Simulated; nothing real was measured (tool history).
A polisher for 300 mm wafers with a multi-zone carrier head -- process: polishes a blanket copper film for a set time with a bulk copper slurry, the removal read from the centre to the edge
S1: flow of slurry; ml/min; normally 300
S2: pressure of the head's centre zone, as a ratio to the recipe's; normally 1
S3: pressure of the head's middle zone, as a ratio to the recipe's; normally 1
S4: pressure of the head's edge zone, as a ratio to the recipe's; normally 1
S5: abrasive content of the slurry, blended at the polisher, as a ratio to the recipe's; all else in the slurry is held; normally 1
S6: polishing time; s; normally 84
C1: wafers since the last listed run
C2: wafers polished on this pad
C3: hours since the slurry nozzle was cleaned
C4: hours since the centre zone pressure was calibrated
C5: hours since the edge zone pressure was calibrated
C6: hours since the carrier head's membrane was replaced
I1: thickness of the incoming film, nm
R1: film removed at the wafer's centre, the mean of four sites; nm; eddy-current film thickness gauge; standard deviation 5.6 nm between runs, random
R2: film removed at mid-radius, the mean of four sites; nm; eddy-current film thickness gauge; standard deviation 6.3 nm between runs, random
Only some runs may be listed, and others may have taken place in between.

run   hour   S1    S2    S3    S4    S5  S6   C1    C2     C3     C4      C5     C6      I1     R1     R2
  1      0  300     1     1     1     1  84    0  1998   34.7  454.3   678.4  180.6  2844.5  756.3  800.2
      69.4  -- worn pad replaced by a new one
  2   69.9  300     1     1     1     1  84  629     4  104.6  524.2   748.3  250.5  2811.7  754.7  808.7
  3  113.4  300     1     1     1     1  84  415   419  148.1  567.7   791.8    294  2852.5  747.1  803.9
  4  151.2  300     1     1  0.96  1.15  84  360   780  185.9  605.5   829.6  331.8  2767.1  762.2  811.2
  5  221.8  370  0.89     1     1     1  84  674  1454  256.5  676.1   900.2  402.4  2798.9    676  807.9
  6  260.8  300  0.94  1.07  0.96     1  84  372  1827  295.5  715.1   939.2  441.4  2785.1  700.9  842.8
  7  327.5  255  1.11     1     1     1  84  636  2464  362.2  781.8  1005.9  508.1  2809.2  810.6  776.6
       368  -- slurry nozzle cleaned
     372.5  -- centre zone pressure recalibrated
  8  372.9  300     1     1     1  1.25  84  404  2868    4.9    0.4  1051.3  553.5  2796.6  810.8  829.2
     392.9  -- worn pad replaced by a new one
  9  433.3  300     1     1     1   0.8  84  538   385   65.3   60.8  1111.7  613.9  2825.4  749.6  763.6
 10  461.3  300     1  1.07     1  0.75  84  267   653   93.3   88.8  1139.7  641.9  2853.1    744    792

Expected results for the next run?
 11  492.9  300  1.04   1   1  1.15  84  301  954  124.9  120.4  1171.3  673.5  2875.4   ?   ?

{"run 11": {"R1": 825.8, "R2": 822.4}}
The same run, on a tool lacking any hidden state, would have yielded R1 832.8 nm, R2 822.4 nm.
